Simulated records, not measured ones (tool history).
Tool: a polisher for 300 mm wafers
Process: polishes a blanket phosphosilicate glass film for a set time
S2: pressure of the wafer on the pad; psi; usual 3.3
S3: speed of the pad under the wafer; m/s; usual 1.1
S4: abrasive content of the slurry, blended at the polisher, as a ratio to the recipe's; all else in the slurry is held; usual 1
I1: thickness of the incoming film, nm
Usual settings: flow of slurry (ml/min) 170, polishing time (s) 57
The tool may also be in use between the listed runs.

run 1 hour=0 | flow_of_slurry_(ml/min)=170 S2=3.3 S3=1.1 S4=1 polishing_time_(s)=57 | I1=2231 | film_removed_(angstrom)=4460
run 2 hour=12 | flow_of_slurry_(ml/min)=170 S2=3.3 S3=1.1 S4=1 polishing_time_(s)=57 | I1=2186.8 | film_removed_(angstrom)=4398
-- hour=17.6 worn pad replaced by a new one
run 3 hour=21.5 | flow_of_slurry_(ml/min)=170 S2=3.3 S3=1.1 S4=1 polishing_time_(s)=57 | I1=2203.8 | film_removed_(angstrom)=4377
run 4 hour=39.1 | flow_of_slurry_(ml/min)=170 S2=3.3 S3=1.1 S4=1 polishing_time_(s)=57 | I1=2240.3 | film_removed_(angstrom)=4422
run 5 hour=49.3 | flow_of_slurry_(ml/min)=170 S2=3.3 S3=1.1 S4=1 polishing_time_(s)=57 | I1=2205.6 | film_removed_(angstrom)=4476
run 6 hour=60.5 | flow_of_slurry_(ml/min)=170 S2=3.3 S3=1.1 S4=1 polishing_time_(s)=57 | I1=2190.6 | film_removed_(angstrom)=4388
run 7 hour=73.7 | flow_of_slurry_(ml/min)=170 S2=3.3 S3=1.1 S4=1 polishing_time_(s)=57 | I1=2182.1 | film_removed_(angstrom)=4376
-- hour=84.2 worn pad replaced by a new one
run 8 hour=87.7 | flow_of_slurry_(ml/min)=170 S2=3.3 S3=1.1 S4=0.85 polishing_time_(s)=68 | I1=2196.8 | film_removed_(angstrom)=4619
run 9 hour=95.7 | flow_of_slurry_(ml/min)=170 S2=3.3 S3=1.1 S4=1 polishing_time_(s)=69 | I1=2214.3 | film_removed_(angstrom)=5316
-- hour=106 head pressure recalibrated
run 10 hour=106.5 | flow_of_slurry_(ml/min)=170 S2=3.3 S3=1.1 S4=1 polishing_time_(s)=69 | I1=2197.8 | film_removed_(angstrom)=5261
run 11 hour=119.3 | flow_of_slurry_(ml/min)=170 S2=3.3 S3=1.1 S4=1 polishing_time_(s)=69 | I1=2180.8 | film_removed_(angstrom)=5322
-- hour=127 conditioning disc replaced and pad reconditioned
run 12 hour=132.8 | flow_of_slurry_(ml/min)=170 S2=3.3 S3=1.1 S4=0.85 polishing_time_(s)=57 | I1=2204.8 | film_removed_(angstrom)=3845
-- hour=139.3 slurry blender recalibrated
-- hour=144.1 worn pad replaced by a new one
run 13 hour=150.1 | flow_of_slurry_(ml/min)=200 S2=3.3 S3=1.1 S4=1 polishing_time_(s)=64 | I1=2221.9 | film_removed_(angstrom)=5472
run 14 hour=162.4 | flow_of_slurry_(ml/min)=170 S2=3.3 S3=1.1 S4=1 polishing_time_(s)=57 | I1=2182.5 | film_removed_(angstrom)=4676
run 15 hour=169.1 | flow_of_slurry_(ml/min)=215 S2=2.5 S3=1.1 S4=1.25 polishing_time_(s)=62 | I1=2221 | film_removed_(angstrom)=4494
run 16 hour=179.6 | flow_of_slurry_(ml/min)=195 S2=3.3 S3=1.1 S4=1 polishing_time_(s)=57 | I1=2177.6 | film_removed_(angstrom)=4749
run 17 hour=190.7 | flow_of_slurry_(ml/min)=170 S2=3.3 S3=1.1 S4=1 polishing_time_(s)=57 | I1=2175.7 | film_removed_(angstrom)=4683
run 18 hour=199.8 | flow_of_slurry_(ml/min)=115 S2=3.7 S3=0.9 S4=0.7 polishing_time_(s)=57 | I1=2161.3 | film_removed_(angstrom)=3317
-- hour=213.1 worn pad replaced by a new one
run 19 hour=213.6 | flow_of_slurry_(ml/min)=170 S2=3.8 S3=1.1 S4=1 polishing_time_(s)=57 | I1=2198.2 | film_removed_(angstrom)=5349
-- hour=214.7 slurry nozzle cleaned
run 20 hour=219.2 | flow_of_slurry_(ml/min)=200 S2=3.3 S3=1.1 S4=1 polishing_time_(s)=64 | I1=2187.9 | film_removed_(angstrom)=5371
run 21 hour=231.9 | flow_of_slurry_(ml/min)=215 S2=2.5 S3=1.1 S4=1.25 polishing_time_(s)=62 | I1=2213 | film_removed_(angstrom)=4360
run 22 hour=243.8 | flow_of_slurry_(ml/min)=140 S2=3.6 S3=1.34 S4=0.9 polishing_time_(s)=57 | I1=2208.2 | film_removed_(angstrom)=4946
run 23 hour=260.2 | flow_of_slurry_(ml/min)=170 S2=4.4 S3=1.28 S4=1 polishing_time_(s)=57 | I1=2197.9 | film_removed_(angstrom)=6513
run 24 hour=271.4 | flow_of_slurry_(ml/min)=140 S2=3.6 S3=1.34 S4=0.9 polishing_time_(s)=57 | I1=2170.1 | film_removed_(angstrom)=4861
-- hour=288.7 worn pad replaced by a new one
run 25 hour=289.2 | flow_of_slurry_(ml/min)=170 S2=2.2 S3=1.1 S4=1 polishing_time_(s)=57 | I1=2201.5 | film_removed_(angstrom)=3089
run 26 hour=304.4 | flow_of_slurry_(ml/min)=170 S2=3.3 S3=1.1 S4=1 polishing_time_(s)=63 | I1=2222.2 | film_removed_(angstrom)=5094
run 27 hour=313.2 | flow_of_slurry_(ml/min)=170 S2=3.3 S3=1.1 S4=0.95 polishing_time_(s)=57 | I1=2199.9 | film_removed_(angstrom)=4478

Forecast each of these 3 alternatives for the next run:
run A hour=313.6 | flow_of_slurry_(ml/min)=170 S2=3.3 S3=1.1 S4=1 polishing_time_(s)=57 | I1=2201.4 | film_removed_(angstrom)=?
run B hour=313.6 | flow_of_slurry_(ml/min)=170 S2=3.8 S3=1.1 S4=1.3 polishing_time_(s)=57 | I1=2201.4 | film_removed_(angstrom)=?
run C hour=313.6 | flow_of_slurry_(ml/min)=120 S2=3 S3=1.38 S4=1 polishing_time_(s)=57 | I1=2201.4 | film_removed_(angstrom)=?

run=A film_removed_(angstrom)=4525
run=B film_removed_(angstrom)=6084
run=C film_removed_(angstrom)=4410
Without the tool's hidden state the same runs would have given:
run=A film_removed_(angstrom)=4669
run=B film_removed_(angstrom)=6239
run=C film_removed_(angstrom)=4550
